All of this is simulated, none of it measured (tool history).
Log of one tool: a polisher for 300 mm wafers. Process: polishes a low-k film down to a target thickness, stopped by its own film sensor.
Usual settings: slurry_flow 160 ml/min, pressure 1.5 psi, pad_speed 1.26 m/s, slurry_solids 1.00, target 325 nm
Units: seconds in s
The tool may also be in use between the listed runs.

run,hour,slurry_flow,pressure,pad_speed,slurry_solids,target,wafers since the last listed run,wafers polished on this pad,hours since the slurry nozzle was cleaned,hours since the head pressure was calibrated,hours since the slurry blender was calibrated,hours since the conditioning disc was replaced,"incoming thickness of the incoming film, nm",seconds
1,0.0,160,1.5,1.26,1.00,325,0,1002,798.7,931.1,229.8,100.1,348.8,77.1
2,15.9,160,1.5,1.26,1.00,325,149,1151,814.6,947.0,245.7,116.0,349.8,79.2
3,22.0,160,1.5,1.26,1.00,325,57,1208,820.7,953.1,251.8,122.1,349.0,79.9
# hour 32.9: worn pad replaced by a new one
4,34.9,160,1.5,1.26,1.00,325,83,18,833.6,966.0,264.7,135.0,350.2,82.1
5,50.7,160,1.5,1.26,1.00,325,148,166,849.4,981.8,280.5,150.8,352.7,90.8
6,60.0,160,1.5,1.26,1.00,325,87,254,858.7,991.1,289.8,160.1,351.8,86.9
7,77.9,160,1.5,1.26,1.00,325,168,422,876.6,1009.0,307.7,178.0,350.7,84.4
8,84.6,160,1.5,1.26,0.95,325,62,485,883.3,1015.7,314.4,184.7,349.9,84.8
9,93.0,130,1.5,1.26,1.00,325,78,563,891.7,1024.1,322.8,193.1,351.7,89.8
10,107.3,160,1.9,1.26,1.25,325,134,698,906.0,1038.4,337.1,207.4,351.6,61.3
11,118.7,160,1.5,1.26,1.00,325,106,805,917.4,1049.8,348.5,218.8,350.3,83.8
12,127.5,175,1.5,1.48,1.00,325,82,887,926.2,1058.6,357.3,227.6,345.9,58.7
13,141.8,180,1.5,1.26,1.00,325,134,1022,940.5,1072.9,371.6,241.9,345.7,65.9
14,157.5,130,1.5,1.26,0.80,320,147,1169,956.2,1088.6,387.3,257.6,352.7,124.1
# hour 159.8: slurry blender recalibrated
15,167.0,175,1.5,1.48,1.00,325,70,1239,965.7,1098.1,7.2,267.1,353.1,77.4
# hour 176.6: slurry nozzle cleaned
# hour 183.9: worn pad replaced by a new one
16,213.0,160,1.5,1.26,1.00,319,384,272,36.4,1144.1,53.2,313.1,353.6,114.8
# hour 221.8: head pressure recalibrated
17,222.3,195,1.8,1.26,0.85,325,68,341,45.7,0.5,62.5,322.4,355.3,85.7
# hour 227.9: conditioning disc replaced and pad reconditioned
18,228.4,160,1.7,1.26,1.00,325,38,379,51.8,6.6,68.6,0.5,348.7,67.7
19,241.6,160,1.8,1.26,1.00,327,123,503,65.0,19.8,81.8,13.7,354.8,76.0
20,255.9,160,1.5,1.26,1.00,325,134,637,79.3,34.1,96.1,28.0,345.1,66.3
21,271.9,160,1.6,1.02,1.00,330,150,788,95.3,50.1,112.1,44.0,351.5,77.7
22,289.7,160,1.5,1.26,1.00,325,167,955,113.1,67.9,129.9,61.8,352.4,89.6
23,306.9,160,1.9,1.26,1.00,325,161,1116,130.3,85.1,147.1,79.0,356.5,79.7
24,314.9,205,1.7,1.26,0.90,325,75,1191,138.3,93.1,155.1,87.0,352.2,81.8
# hour 327.4: worn pad replaced by a new one
25,327.9,160,1.5,1.26,1.00,325,84,4,151.3,106.1,168.1,100.0,347.7,73.9
26,339.7,160,1.7,1.26,1.00,325,110,115,163.1,117.9,179.9,111.8,351.6,77.7

4 ways to go on from here, each from the tool as it stands after run 26. What would each give?
A,340.1,160,1.5,1.26,1.00,317,3,119,163.5,118.3,180.3,112.2,351.3,?
B,340.1,120,1.5,1.10,1.00,325,3,119,163.5,118.3,180.3,112.2,351.3,?
C,340.1,160,1.8,1.52,1.00,325,3,119,163.5,118.3,180.3,112.2,351.3,?
D,340.1,160,1.3,1.26,1.20,325,3,119,163.5,118.3,180.3,112.2,351.3,?

run,seconds
A,113.5
B,102.2
C,62.4
D,91.9
Without the tool's hidden state the same runs would have given:
run,seconds
A,113.5
B,102.2
C,62.4
D,91.9

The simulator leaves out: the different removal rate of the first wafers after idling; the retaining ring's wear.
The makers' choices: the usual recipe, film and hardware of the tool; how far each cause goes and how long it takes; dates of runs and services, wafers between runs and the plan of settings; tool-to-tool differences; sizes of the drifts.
